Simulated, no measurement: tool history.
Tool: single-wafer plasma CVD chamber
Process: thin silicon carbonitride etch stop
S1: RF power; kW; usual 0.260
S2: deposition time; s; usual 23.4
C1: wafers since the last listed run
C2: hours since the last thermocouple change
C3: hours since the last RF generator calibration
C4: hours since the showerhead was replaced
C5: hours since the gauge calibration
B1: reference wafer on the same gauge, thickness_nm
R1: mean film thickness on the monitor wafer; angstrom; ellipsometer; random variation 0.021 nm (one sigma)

{"run": 1, "hour": 0.0, "S1": 0.26, "S2": 23.4, "C1": 0, "C2": 350.2, "C3": 70.5, "C4": 3680.5, "C5": 946.5, "B1": 17.095, "R1": 142.49}
{"run": 2, "hour": 67.2, "S1": 0.26, "S2": 23.4, "C1": 1721, "C2": 417.4, "C3": 137.7, "C4": 3747.7, "C5": 1013.7, "B1": 17.091, "R1": 142.08}
{"run": 3, "hour": 106.9, "S1": 0.26, "S2": 23.4, "C1": 1016, "C2": 457.1, "C3": 177.4, "C4": 3787.4, "C5": 1053.4, "B1": 17.108, "R1": 141.82}
{"run": 4, "hour": 167.2, "S1": 0.26, "S2": 23.4, "C1": 1544, "C2": 517.4, "C3": 237.7, "C4": 3847.7, "C5": 1113.7, "B1": 17.1, "R1": 141.72}
{"run": 5, "hour": 230.2, "S1": 0.26, "S2": 23.4, "C1": 1613, "C2": 580.4, "C3": 300.7, "C4": 3910.7, "C5": 1176.7, "B1": 17.105, "R1": 141.71}
{"run": 6, "hour": 323.4, "S1": 0.26, "S2": 23.4, "C1": 2386, "C2": 673.6, "C3": 393.9, "C4": 4003.9, "C5": 1269.9, "B1": 17.105, "R1": 141.34}
{"run": 7, "hour": 403.2, "S1": 0.26, "S2": 23.4, "C1": 2043, "C2": 753.4, "C3": 473.7, "C4": 4083.7, "C5": 1349.7, "B1": 17.091, "R1": 141.0}
{"run": 8, "hour": 445.6, "S1": 0.225, "S2": 23.4, "C1": 1085, "C2": 795.8, "C3": 516.1, "C4": 4126.1, "C5": 1392.1, "B1": 17.101, "R1": 132.12}
{"run": 9, "hour": 495.9, "S1": 0.225, "S2": 23.4, "C1": 1288, "C2": 846.1, "C3": 566.4, "C4": 4176.4, "C5": 1442.4, "B1": 17.096, "R1": 132.17}
{"hour": 539.3, "done": "showerhead replaced"}
{"run": 10, "hour": 577.1, "S1": 0.225, "S2": 23.4, "C1": 1874, "C2": 927.3, "C3": 647.6, "C4": 37.8, "C5": 1523.6, "B1": 17.096, "R1": 132.01}
{"hour": 666.2, "done": "gauge calibrated"}
{"run": 11, "hour": 672.7, "S1": 0.26, "S2": 23.4, "C1": 2448, "C2": 1022.9, "C3": 743.2, "C4": 133.4, "C5": 6.5, "B1": 17.105, "R1": 141.26}
{"run": 12, "hour": 728.6, "S1": 0.26, "S2": 20.7, "C1": 1431, "C2": 1078.8, "C3": 799.1, "C4": 189.3, "C5": 62.4, "B1": 17.099, "R1": 124.45}
{"run": 13, "hour": 772.8, "S1": 0.26, "S2": 23.4, "C1": 1131, "C2": 1123.0, "C3": 843.3, "C4": 233.5, "C5": 106.6, "B1": 17.106, "R1": 140.59}
{"run": 14, "hour": 1043.3, "S1": 0.26, "S2": 23.4, "C1": 6927, "C2": 1393.5, "C3": 1113.8, "C4": 504.0, "C5": 377.1, "B1": 17.109, "R1": 140.42}
{"run": 15, "hour": 1133.5, "S1": 0.285, "S2": 19.0, "C1": 2310, "C2": 1483.7, "C3": 1204.0, "C4": 594.2, "C5": 467.3, "B1": 17.099, "R1": 118.81}
{"run": 16, "hour": 1200.4, "S1": 0.26, "S2": 28.1, "C1": 1713, "C2": 1550.6, "C3": 1270.9, "C4": 661.1, "C5": 534.2, "B1": 17.098, "R1": 168.96}
{"run": 17, "hour": 1283.7, "S1": 0.225, "S2": 23.4, "C1": 2133, "C2": 1633.9, "C3": 1354.2, "C4": 744.4, "C5": 617.5, "B1": 17.101, "R1": 131.37}
{"run": 18, "hour": 1328.5, "S1": 0.26, "S2": 23.4, "C1": 1147, "C2": 1678.7, "C3": 1399.0, "C4": 789.2, "C5": 662.3, "B1": 17.098, "R1": 140.43}
{"run": 19, "hour": 1409.0, "S1": 0.26, "S2": 23.4, "C1": 2061, "C2": 1759.2, "C3": 1479.5, "C4": 869.7, "C5": 742.8, "B1": 17.093, "R1": 140.3}
{"run": 20, "hour": 1470.1, "S1": 0.275, "S2": 20.5, "C1": 1564, "C2": 1820.3, "C3": 1540.6, "C4": 930.8, "C5": 803.9, "B1": 17.109, "R1": 126.03}
{"hour": 1479.9, "done": "thermocouple changed; heater temperature recalibrated"}
{"hour": 1524.7, "done": "RF generator calibrated"}
{"run": 21, "hour": 1561.5, "S1": 0.235, "S2": 23.4, "C1": 1931, "C2": 81.6, "C3": 36.8, "C4": 1022.2, "C5": 895.3, "B1": 17.104, "R1": 136.07}
{"run": 22, "hour": 1613.5, "S1": 0.29, "S2": 25.3, "C1": 1331, "C2": 133.6, "C3": 88.8, "C4": 1074.2, "C5": 947.3, "B1": 17.1, "R1": 161.37}
{"run": 23, "hour": 1658.3, "S1": 0.31, "S2": 27.2, "C1": 1147, "C2": 178.4, "C3": 133.6, "C4": 1119.0, "C5": 992.1, "B1": 17.093, "R1": 177.83}
{"run": 24, "hour": 1740.2, "S1": 0.295, "S2": 23.4, "C1": 2097, "C2": 260.3, "C3": 215.5, "C4": 1200.9, "C5": 1074.0, "B1": 17.1, "R1": 149.65}
{"run": 25, "hour": 1828.8, "S1": 0.23, "S2": 23.4, "C1": 2269, "C2": 348.9, "C3": 304.1, "C4": 1289.5, "C5": 1162.6, "B1": 17.106, "R1": 133.73}
{"run": 26, "hour": 1935.7, "S1": 0.26, "S2": 23.4, "C1": 2737, "C2": 455.8, "C3": 411.0, "C4": 1396.4, "C5": 1269.5, "B1": 17.093, "R1": 141.4}
{"run": 27, "hour": 2020.1, "S1": 0.31, "S2": 24.9, "C1": 2161, "C2": 540.2, "C3": 495.4, "C4": 1480.8, "C5": 1353.9, "B1": 17.105, "R1": 162.41}
{"run": 28, "hour": 2065.9, "S1": 0.31, "S2": 23.4, "C1": 1172, "C2": 586.0, "C3": 541.2, "C4": 1526.6, "C5": 1399.7, "B1": 17.104, "R1": 152.01}
{"run": 29, "hour": 2102.0, "S1": 0.31, "S2": 28.0, "C1": 924, "C2": 622.1, "C3": 577.3, "C4": 1562.7, "C5": 1435.8, "B1": 17.096, "R1": 182.12}
{"run": 30, "hour": 2140.4, "S1": 0.26, "S2": 23.4, "C1": 983, "C2": 660.5, "C3": 615.7, "C4": 1601.1, "C5": 1474.2, "B1": 17.093, "R1": 140.67}
{"run": 31, "hour": 2176.9, "S1": 0.26, "S2": 23.4, "C1": 934, "C2": 697.0, "C3": 652.2, "C4": 1637.6, "C5": 1510.7, "B1": 17.097, "R1": 140.69}
{"run": 32, "hour": 2253.2, "S1": 0.285, "S2": 27.9, "C1": 1954, "C2": 773.3, "C3": 728.5, "C4": 1713.9, "C5": 1587.0, "B1": 17.102, "R1": 174.94}
{"run": 33, "hour": 2333.0, "S1": 0.29, "S2": 25.3, "C1": 2043, "C2": 853.1, "C3": 808.3, "C4": 1793.7, "C5": 1666.8, "B1": 17.101, "R1": 159.74}
{"run": 34, "hour": 2412.3, "S1": 0.275, "S2": 23.4, "C1": 2030, "C2": 932.4, "C3": 887.6, "C4": 1873.0, "C5": 1746.1, "B1": 17.105, "R1": 144.09}

Hidden state at the last listed run before each entry between runs and at the first one after, where it differs:
Between runs 9 and 10: showerhead replaced (hour 539.3)
  delivered RF power above the setpoint (%): -2.62 -> -2.8
  measured less the result without the state, R1: -1.59 -> -1.70 angstrom
Between runs 10 and 11: gauge calibrated (hour 666.2)
  delivered RF power above the setpoint (%): -2.8 -> -2.98
  measured less the result without the state, R1: -1.70 -> -1.94 angstrom
Between runs 20 and 21: thermocouple changed; heater temperature recalibrated (hour 1479.9); RF generator calibrated (hour 1524.7)
  delivered RF power above the setpoint (%): -3.69 -> -0.409
  measured less the result without the state, R1: -2.16 -> -0.25 angstrom
